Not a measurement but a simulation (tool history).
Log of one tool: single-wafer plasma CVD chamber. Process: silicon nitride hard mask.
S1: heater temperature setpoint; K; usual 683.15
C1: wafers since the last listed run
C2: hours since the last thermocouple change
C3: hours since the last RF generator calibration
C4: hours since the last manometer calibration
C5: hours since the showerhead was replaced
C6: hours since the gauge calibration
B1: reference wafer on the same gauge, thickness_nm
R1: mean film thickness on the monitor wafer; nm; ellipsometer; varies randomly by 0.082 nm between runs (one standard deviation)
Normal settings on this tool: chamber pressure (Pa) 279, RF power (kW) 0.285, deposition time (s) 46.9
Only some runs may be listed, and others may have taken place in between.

run 1 hour=0 | S1=683.15 chamber_pressure_(Pa)=279 RF_power_(kW)=0.285 deposition_time_(s)=46.9 | C1=0 C2=1871.5 C3=927.8 C4=1333.8 C5=3125.5 C6=45.5 | B1=47.306 | R1=52.302
run 2 hour=11.8 | S1=683.15 chamber_pressure_(Pa)=279 RF_power_(kW)=0.285 deposition_time_(s)=46.9 | C1=230 C2=1883.3 C3=939.6 C4=1345.6 C5=3137.3 C6=57.3 | B1=47.324 | R1=52.324
run 3 hour=22.9 | S1=683.15 chamber_pressure_(Pa)=251 RF_power_(kW)=0.285 deposition_time_(s)=44.3 | C1=216 C2=1894.4 C3=950.7 C4=1356.7 C5=3148.4 C6=68.4 | B1=47.319 | R1=48.076
run 4 hour=33.2 | S1=683.15 chamber_pressure_(Pa)=251 RF_power_(kW)=0.285 deposition_time_(s)=44.3 | C1=201 C2=1904.7 C3=961 C4=1367 C5=3158.7 C6=78.7 | B1=47.296 | R1=48.078
run 5 hour=49.5 | S1=683.15 chamber_pressure_(Pa)=251 RF_power_(kW)=0.285 deposition_time_(s)=44.3 | C1=318 C2=1921 C3=977.3 C4=1383.3 C5=3175 C6=95 | B1=47.284 | R1=48.035
run 6 hour=94 | S1=683.15 chamber_pressure_(Pa)=279 RF_power_(kW)=0.285 deposition_time_(s)=46.9 | C1=869 C2=1965.5 C3=1021.8 C4=1427.8 C5=3219.5 C6=139.5 | B1=47.293 | R1=51.964
-- hour=109.8 showerhead replaced
run 7 hour=110.3 | S1=683.15 chamber_pressure_(Pa)=279 RF_power_(kW)=0.285 deposition_time_(s)=46.9 | C1=162 C2=1981.8 C3=1038.1 C4=1444.1 C5=0.5 C6=155.8 | B1=47.306 | R1=52.185
run 8 hour=114.4 | S1=683.15 chamber_pressure_(Pa)=279 RF_power_(kW)=0.285 deposition_time_(s)=46.9 | C1=80 C2=1985.9 C3=1042.2 C4=1448.2 C5=4.6 C6=159.9 | B1=47.31 | R1=51.914
run 9 hour=128.8 | S1=683.15 chamber_pressure_(Pa)=279 RF_power_(kW)=0.285 deposition_time_(s)=46.9 | C1=281 C2=2000.3 C3=1056.6 C4=1462.6 C5=19 C6=174.3 | B1=47.275 | R1=51.975
run 10 hour=139.1 | S1=683.15 chamber_pressure_(Pa)=279 RF_power_(kW)=0.285 deposition_time_(s)=46.9 | C1=201 C2=2010.6 C3=1066.9 C4=1472.9 C5=29.3 C6=184.6 | B1=47.302 | R1=51.838
run 11 hour=150.4 | S1=683.15 chamber_pressure_(Pa)=279 RF_power_(kW)=0.285 deposition_time_(s)=46.9 | C1=220 C2=2021.9 C3=1078.2 C4=1484.2 C5=40.6 C6=195.9 | B1=47.306 | R1=52.009
-- hour=169.9 thermocouple changed; heater temperature recalibrated
run 12 hour=170.4 | S1=683.15 chamber_pressure_(Pa)=279 RF_power_(kW)=0.285 deposition_time_(s)=46.9 | C1=234 C2=0.5 C3=1098.2 C4=1504.2 C5=60.6 C6=215.9 | B1=47.297 | R1=51.863
run 13 hour=184.1 | S1=691.15 chamber_pressure_(Pa)=279 RF_power_(kW)=0.285 deposition_time_(s)=46.9 | C1=267 C2=14.2 C3=1111.9 C4=1517.9 C5=74.3 C6=229.6 | B1=47.297 | R1=51.625
-- hour=189.1 gauge calibrated
-- hour=194.6 RF generator calibrated
run 14 hour=195.1 | S1=683.15 chamber_pressure_(Pa)=279 RF_power_(kW)=0.285 deposition_time_(s)=46.9 | C1=58 C2=25.2 C3=0.5 C4=1528.9 C5=85.3 C6=6 | B1=47.282 | R1=53.985
run 15 hour=200.3 | S1=683.15 chamber_pressure_(Pa)=220 RF_power_(kW)=0.34 deposition_time_(s)=46.9 | C1=101 C2=30.4 C3=5.7 C4=1534.1 C5=90.5 C6=11.2 | B1=47.279 | R1=55.831
-- hour=213.9 capacitance manometer re-zeroed and calibrated
run 16 hour=216.4 | S1=668.15 chamber_pressure_(Pa)=232 RF_power_(kW)=0.285 deposition_time_(s)=51.3 | C1=158 C2=46.5 C3=21.8 C4=2.5 C5=106.6 C6=27.3 | B1=47.301 | R1=56.612
run 17 hour=222.8 | S1=674.15 chamber_pressure_(Pa)=240 RF_power_(kW)=0.245 deposition_time_(s)=53.2 | C1=125 C2=52.9 C3=28.2 C4=8.9 C5=113 C6=33.7 | B1=47.298 | R1=54.472
run 18 hour=233.7 | S1=683.15 chamber_pressure_(Pa)=279 RF_power_(kW)=0.285 deposition_time_(s)=46.9 | C1=212 C2=63.8 C3=39.1 C4=19.8 C5=123.9 C6=44.6 | B1=47.315 | R1=53.942
run 19 hour=241.4 | S1=683.15 chamber_pressure_(Pa)=305 RF_power_(kW)=0.335 deposition_time_(s)=53 | C1=150 C2=71.5 C3=46.8 C4=27.5 C5=131.6 C6=52.3 | B1=47.278 | R1=67.887
run 20 hour=289.6 | S1=698.15 chamber_pressure_(Pa)=279 RF_power_(kW)=0.25 deposition_time_(s)=46.9 | C1=941 C2=119.7 C3=95 C4=75.7 C5=179.8 C6=100.5 | B1=47.306 | R1=49.604
run 21 hour=297.4 | S1=683.15 chamber_pressure_(Pa)=305 RF_power_(kW)=0.335 deposition_time_(s)=53 | C1=152 C2=127.5 C3=102.8 C4=83.5 C5=187.6 C6=108.3 | B1=47.297 | R1=67.407
run 22 hour=341.3 | S1=678.15 chamber_pressure_(Pa)=279 RF_power_(kW)=0.285 deposition_time_(s)=46.9 | C1=857 C2=171.4 C3=146.7 C4=127.4 C5=231.5 C6=152.2 | B1=47.314 | R1=53.492
run 23 hour=355.6 | S1=683.15 chamber_pressure_(Pa)=279 RF_power_(kW)=0.285 deposition_time_(s)=46.9 | C1=279 C2=185.7 C3=161 C4=141.7 C5=245.8 C6=166.5 | B1=47.296 | R1=53.567
run 24 hour=365.1 | S1=673.15 chamber_pressure_(Pa)=235 RF_power_(kW)=0.285 deposition_time_(s)=46.9 | C1=185 C2=195.2 C3=170.5 C4=151.2 C5=255.3 C6=176 | B1=47.284 | R1=51.567

Branching from run 24: 3 alternative next runs. What would each branch give?
run A hour=365.5 | S1=683.15 chamber_pressure_(Pa)=279 RF_power_(kW)=0.285 deposition_time_(s)=43.3 | C1=7 C2=195.6 C3=170.9 C4=151.6 C5=255.7 C6=176.4 | B1=? | R1=?
run B hour=365.5 | S1=694.15 chamber_pressure_(Pa)=212 RF_power_(kW)=0.285 deposition_time_(s)=53.4 | C1=7 C2=195.6 C3=170.9 C4=151.6 C5=255.7 C6=176.4 | B1=? | R1=?
run C hour=365.5 | S1=687.15 chamber_pressure_(Pa)=244 RF_power_(kW)=0.31 deposition_time_(s)=46.9 | C1=7 C2=195.6 C3=170.9 C4=151.6 C5=255.7 C6=176.4 | B1=? | R1=?

run=A B1=47.293 R1=49.336
run=B B1=47.293 R1=56.578
run=C B1=47.293 R1=54.013
Without the tool's unlogged condition, the same runs would have read:
run=A R1=50.373
run=B R1=57.767
run=C R1=55.132
